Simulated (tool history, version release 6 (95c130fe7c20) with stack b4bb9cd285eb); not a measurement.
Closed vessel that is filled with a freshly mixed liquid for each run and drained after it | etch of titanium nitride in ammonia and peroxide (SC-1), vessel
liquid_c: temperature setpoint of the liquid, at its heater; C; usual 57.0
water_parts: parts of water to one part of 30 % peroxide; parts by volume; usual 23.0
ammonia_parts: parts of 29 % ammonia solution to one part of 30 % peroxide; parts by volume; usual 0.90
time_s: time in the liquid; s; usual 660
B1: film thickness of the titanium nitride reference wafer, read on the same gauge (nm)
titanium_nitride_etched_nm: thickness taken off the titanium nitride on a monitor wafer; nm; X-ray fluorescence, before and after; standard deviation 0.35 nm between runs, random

run 1 hour=0.0 | liquid_c=57.0 water_parts=23.0 ammonia_parts=0.90 time_s=850 | B1=90.02 | titanium_nitride_etched_nm=63.84
run 2 hour=24.5 | liquid_c=57.0 water_parts=23.0 ammonia_parts=0.90 time_s=850 | B1=90.01 | titanium_nitride_etched_nm=64.10
run 3 hour=39.8 | liquid_c=57.0 water_parts=23.0 ammonia_parts=0.90 time_s=660 | B1=90.03 | titanium_nitride_etched_nm=49.10
run 4 hour=71.6 | liquid_c=57.0 water_parts=23.0 ammonia_parts=0.90 time_s=660 | B1=90.01 | titanium_nitride_etched_nm=49.80
run 5 hour=104.0 | liquid_c=57.0 water_parts=23.0 ammonia_parts=0.90 time_s=660 | B1=89.97 | titanium_nitride_etched_nm=50.02
run 6 hour=138.3 | liquid_c=57.0 water_parts=23.0 ammonia_parts=0.90 time_s=660 | B1=89.99 | titanium_nitride_etched_nm=49.44
run 7 hour=152.8 | liquid_c=57.0 water_parts=23.0 ammonia_parts=0.90 time_s=660 | B1=89.98 | titanium_nitride_etched_nm=49.96
run 8 hour=173.2 | liquid_c=57.0 water_parts=23.0 ammonia_parts=0.90 time_s=660 | B1=90.02 | titanium_nitride_etched_nm=49.91
run 9 hour=198.2 | liquid_c=57.0 water_parts=23.0 ammonia_parts=0.90 time_s=660 | B1=90.01 | titanium_nitride_etched_nm=49.56
run 10 hour=211.8 | liquid_c=57.0 water_parts=23.0 ammonia_parts=0.90 time_s=660 | B1=89.97 | titanium_nitride_etched_nm=49.03
run 11 hour=231.6 | liquid_c=60.0 water_parts=23.0 ammonia_parts=0.90 time_s=660 | B1=90.00 | titanium_nitride_etched_nm=61.21
-- hour=253.2 ammonia flow meter replaced
-- hour=282.3 thermometer replaced
run 12 hour=337.2 | liquid_c=63.5 water_parts=28.5 ammonia_parts=0.90 time_s=845 | B1=89.98 | titanium_nitride_etched_nm=86.43
-- hour=357.0 new drum of ammonia solution connected
run 13 hour=362.6 | liquid_c=66.5 water_parts=14.0 ammonia_parts=1.20 time_s=450 | B1=90.00 | titanium_nitride_etched_nm=84.91
-- hour=363.3 gauge calibrated
run 14 hour=384.4 | liquid_c=57.0 water_parts=23.0 ammonia_parts=0.90 time_s=660 | B1=89.98 | titanium_nitride_etched_nm=49.81
run 15 hour=396.8 | liquid_c=57.0 water_parts=23.0 ammonia_parts=0.90 time_s=660 | B1=90.01 | titanium_nitride_etched_nm=49.27
run 16 hour=410.4 | liquid_c=49.5 water_parts=13.0 ammonia_parts=1.20 time_s=405 | B1=89.98 | titanium_nitride_etched_nm=26.24
run 17 hour=439.5 | liquid_c=59.5 water_parts=23.0 ammonia_parts=1.20 time_s=660 | B1=89.98 | titanium_nitride_etched_nm=61.64
run 18 hour=452.9 | liquid_c=57.0 water_parts=23.0 ammonia_parts=0.90 time_s=660 | B1=90.00 | titanium_nitride_etched_nm=49.52
run 19 hour=467.3 | liquid_c=67.0 water_parts=23.0 ammonia_parts=1.00 time_s=660 | B1=90.01 | titanium_nitride_etched_nm=96.70

Branching from run 19: 4 alternative next runs. What would each branch give?
run A hour=468.1 | liquid_c=52.0 water_parts=23.0 ammonia_parts=0.90 time_s=660 | B1=? | titanium_nitride_etched_nm=?
run B hour=468.1 | liquid_c=57.0 water_parts=23.0 ammonia_parts=0.55 time_s=660 | B1=? | titanium_nitride_etched_nm=?
run C hour=468.1 | liquid_c=62.5 water_parts=29.5 ammonia_parts=0.90 time_s=660 | B1=? | titanium_nitride_etched_nm=?
run D hour=468.1 | liquid_c=57.0 water_parts=19.0 ammonia_parts=0.90 time_s=660 | B1=? | titanium_nitride_etched_nm=?

run=A B1=90.00 titanium_nitride_etched_nm=35.08
run=B B1=90.00 titanium_nitride_etched_nm=45.00
run=C B1=90.00 titanium_nitride_etched_nm=61.47
run=D B1=90.00 titanium_nitride_etched_nm=54.69
What these runs would have given with no unlogged condition in the tool:
run=A titanium_nitride_etched_nm=35.08
run=B titanium_nitride_etched_nm=45.00
run=C titanium_nitride_etched_nm=61.47
run=D titanium_nitride_etched_nm=54.69
